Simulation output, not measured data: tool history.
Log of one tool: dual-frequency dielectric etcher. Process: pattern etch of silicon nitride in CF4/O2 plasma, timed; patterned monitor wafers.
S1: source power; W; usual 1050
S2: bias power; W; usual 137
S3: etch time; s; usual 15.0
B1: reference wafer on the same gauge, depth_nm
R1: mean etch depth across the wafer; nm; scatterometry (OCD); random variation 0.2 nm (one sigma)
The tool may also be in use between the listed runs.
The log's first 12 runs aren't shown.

{"run": 13, "hour": 260.3, "S1": 970, "S2": 116, "S3": 19.0, "B1": 57.6, "R1": 58.0}
{"hour": 299.7, "done": "upper electrode replaced"}
{"run": 14, "hour": 300.2, "S1": 1210, "S2": 161, "S3": 11.0, "B1": 57.4, "R1": 43.5}
{"hour": 315.8, "done": "source power generator calibrated"}
{"run": 15, "hour": 317.8, "S1": 1050, "S2": 137, "S3": 15.0, "B1": 57.5, "R1": 50.8}
{"run": 16, "hour": 336.2, "S1": 940, "S2": 124, "S3": 15.0, "B1": 57.5, "R1": 45.3}
{"hour": 354.8, "done": "bias power generator calibrated"}
{"run": 17, "hour": 355.3, "S1": 1050, "S2": 137, "S3": 15.0, "B1": 57.5, "R1": 51.2}
{"hour": 402.5, "done": "wet clean of the chamber"}
{"run": 18, "hour": 403.0, "S1": 1050, "S2": 126, "S3": 10.5, "B1": 57.5, "R1": 33.7}
{"run": 19, "hour": 421.5, "S1": 1050, "S2": 137, "S3": 17.5, "B1": 57.5, "R1": 57.6}
{"run": 20, "hour": 437.8, "S1": 1050, "S2": 137, "S3": 15.0, "B1": 57.5, "R1": 49.6}
{"run": 21, "hour": 464.2, "S1": 860, "S2": 137, "S3": 15.0, "B1": 57.6, "R1": 43.0}
{"run": 22, "hour": 499.9, "S1": 1050, "S2": 137, "S3": 15.0, "B1": 57.4, "R1": 49.7}
{"run": 23, "hour": 522.3, "S1": 980, "S2": 154, "S3": 13.5, "B1": 57.5, "R1": 43.9}
{"run": 24, "hour": 542.0, "S1": 960, "S2": 137, "S3": 14.0, "B1": 57.4, "R1": 43.6}
{"run": 25, "hour": 555.2, "S1": 910, "S2": 107, "S3": 15.0, "B1": 57.5, "R1": 41.7}
{"run": 26, "hour": 572.0, "S1": 1200, "S2": 127, "S3": 16.5, "B1": 57.5, "R1": 59.5}
{"run": 27, "hour": 592.1, "S1": 1290, "S2": 137, "S3": 16.0, "B1": 57.5, "R1": 62.5}
{"run": 28, "hour": 607.4, "S1": 1050, "S2": 159, "S3": 15.0, "B1": 57.5, "R1": 52.2}
{"run": 29, "hour": 640.0, "S1": 1250, "S2": 152, "S3": 17.5, "B1": 57.5, "R1": 69.2}
{"run": 30, "hour": 658.9, "S1": 1050, "S2": 137, "S3": 15.0, "B1": 57.5, "R1": 50.2}
{"run": 31, "hour": 677.8, "S1": 1190, "S2": 137, "S3": 15.0, "B1": 57.4, "R1": 55.2}

3 ways to go on from here, each from the tool as it stands after run 31. What would each give?
{"run": "A", "hour": 678.2, "S1": 1270, "S2": 137, "S3": 15.0, "B1": "?", "R1": "?"}
{"run": "B", "hour": 678.2, "S1": 1140, "S2": 147, "S3": 15.0, "B1": "?", "R1": "?"}
{"run": "C", "hour": 678.2, "S1": 1050, "S2": 166, "S3": 15.0, "B1": "?", "R1": "?"}

run=A B1=57.4 R1=58.0
run=B B1=57.4 R1=54.5
run=C B1=57.4 R1=53.1
Without the tool's hidden state the same runs would have given:
run=A R1=56.9
run=B R1=53.5
run=C R1=52.1
